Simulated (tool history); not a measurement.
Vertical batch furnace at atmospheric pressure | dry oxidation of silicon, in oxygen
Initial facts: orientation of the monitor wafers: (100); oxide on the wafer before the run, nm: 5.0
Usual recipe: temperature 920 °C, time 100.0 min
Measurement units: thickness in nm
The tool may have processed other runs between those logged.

run,hour,temperature,time,"read-back reference wafer on the same gauge, thickness",thickness
1,0.0,909,100.0,36.50,28.88
2,90.1,909,100.0,36.51,29.06
3,170.9,920,100.0,36.46,32.18
4,208.8,920,100.0,36.49,32.19
5,301.8,913,110.0,36.49,31.90
6,408.8,913,110.0,36.50,31.88
7,453.6,920,100.0,36.51,32.02
8,498.3,908,100.0,36.52,28.50
9,598.0,908,100.0,36.49,28.52
10,639.8,920,100.0,36.50,33.34
11,745.1,920,100.0,36.51,33.37
12,796.8,920,100.0,36.49,33.26
13,866.4,920,100.0,36.48,33.05
14,928.6,920,100.0,36.48,33.03
15,993.0,901,85.5,36.53,25.09
16,1044.0,920,100.0,36.48,33.00
17,1122.1,920,100.0,36.51,32.83
18,1201.9,908,54.0,36.49,20.52
19,1278.0,920,100.0,36.50,32.87
20,1332.0,920,139.5,36.48,40.84
21,1436.5,902,79.0,36.50,24.19
22,1486.6,920,61.5,36.49,24.12
23,1589.8,911,59.5,36.48,22.05
24,1696.7,901,85.5,36.51,24.85
25,1764.4,934,116.5,36.51,41.45
26,1862.9,935,69.5,36.50,29.81
27,1967.4,905,69.5,36.51,22.72

Withheld: 3 entries from between the runs. Position of each, and hidden state at the listed run before versus the listed run after:
After run 9, before run 10: boat lift adjusted (hour 623.4)
  monitor wafer colder than the profiled boat position, K: 4.6 -> 0.24
  the result without the hidden state subtracted from the measured one, thickness: -1.27 -> -0.07 nm
After run 17, before run 18: thermocouples replaced and temperature profile calibrated (hour 1166.1)
  monitor wafer colder than the profiled boat position, K: 1.14 -> 1.29
  the result without the hidden state subtracted from the measured one, thickness: -0.36 -> -0.23 nm
After run 20, before run 21: gauge calibrated (hour 1381.8)
  monitor wafer colder than the profiled boat position, K: 1.53 -> 1.72
  the result without the hidden state subtracted from the measured one, thickness: -0.64 -> -0.38 nm
